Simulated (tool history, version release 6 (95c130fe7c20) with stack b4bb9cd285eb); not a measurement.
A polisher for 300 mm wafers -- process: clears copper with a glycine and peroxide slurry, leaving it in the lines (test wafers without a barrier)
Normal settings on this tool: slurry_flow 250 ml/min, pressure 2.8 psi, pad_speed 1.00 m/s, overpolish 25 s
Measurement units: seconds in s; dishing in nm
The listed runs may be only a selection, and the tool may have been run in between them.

run   hour  slurry_flow  pressure  pad_speed  overpolish  wafers since the last listed run  wafers polished on this pad  hours since the slurry nozzle was cleaned  hours since the head pressure was calibrated  incoming thickness of the incoming film, nm  seconds  dishing
  1    0.0          250       2.8       1.00          25                                 0                           43                                      258.2                                         268.2                                        859.9    187.4     70.4
  2   11.6          250       2.8       1.00          25                               104                          147                                      269.8                                         279.8                                        861.1    188.9     69.0
  3   18.2          250       2.8       1.00          25                                59                          206                                      276.4                                         286.4                                        869.3    188.4     69.1
  4   34.8          250       2.8       1.00          25                               148                          355                                      293.0                                         303.0                                        858.9    196.0     67.8
  5   50.6          250       2.8       1.00          25                               141                          497                                      308.8                                         318.8                                        853.0    194.9     64.7
  6   66.4          250       2.8       1.00          25                               141                          638                                      324.6                                         334.6                                        863.7    201.2     64.4
  7   81.4          250       2.8       1.00          30                               134                          773                                      339.6                                         349.6                                        855.0    202.0     72.2
      95.4  -- worn pad replaced by a new one
  8   97.7          225       2.4       1.26          13                               110                           20                                      355.9                                         365.9                                        858.6    169.6     44.0
  9  105.5          200       3.7       0.66          11                                69                           90                                      363.7                                         373.7                                        866.9    216.5     30.5
 10  123.3          250       2.8       1.00          25                               159                          250                                      381.5                                         391.5                                        856.2    188.7     66.4
 11  130.9          250       3.7       1.14          25                                68                          318                                      389.1                                         399.1                                        858.8    139.7     85.8
     144.9  -- slurry nozzle cleaned
 12  145.4          165       2.2       1.00          25                               121                          439                                        0.5                                         413.6                                        867.0    231.7     56.3
     173.3  -- head pressure recalibrated
     178.4  -- worn pad replaced by a new one, of another model than before
 13  187.4          310       2.8       0.64          25                               322                           81                                       42.5                                          14.1                                        857.7    210.2     62.5
 14  238.7          250       2.8       1.00          17                               459                          540                                       93.8                                          65.4                                        858.1    196.1     48.1
 15  251.9          250       2.0       1.00          25                               118                          659                                      107.0                                          78.6                                        861.1    226.9     59.8

5 options for the next run, each taken on its own from the tool as it stands now. Forecast them:
  A  252.4          250       2.8       1.00          25                                 4                          663                                      107.5                                          79.1                                        871.6        ?        ?
  B  252.4          220       3.1       1.16          17                                 4                          663                                      107.5                                          79.1                                        871.6        ?        ?
  C  252.4          185       3.3       1.16          18                                 4                          663                                      107.5                                          79.1                                        871.6        ?        ?
  D  252.4          275       3.8       1.20          25                                 4                          663                                      107.5                                          79.1                                        871.6        ?        ?
  E  252.4          165       2.8       0.70          14                                 4                          663                                      107.5                                          79.1                                        871.6        ?        ?

run  seconds  dishing
  A    206.4     64.9
  B    188.2     51.6
  C    187.0     54.4
  D    166.0     76.5
  E    247.6     34.9
The same runs, with their run-to-run variation unchanged, on a tool lacking any hidden condition would have given:
run  seconds  dishing
  A    184.1     70.6
  B    167.9     56.6
  C    166.8     59.5
  D    148.1     82.7
  E    220.8     38.5
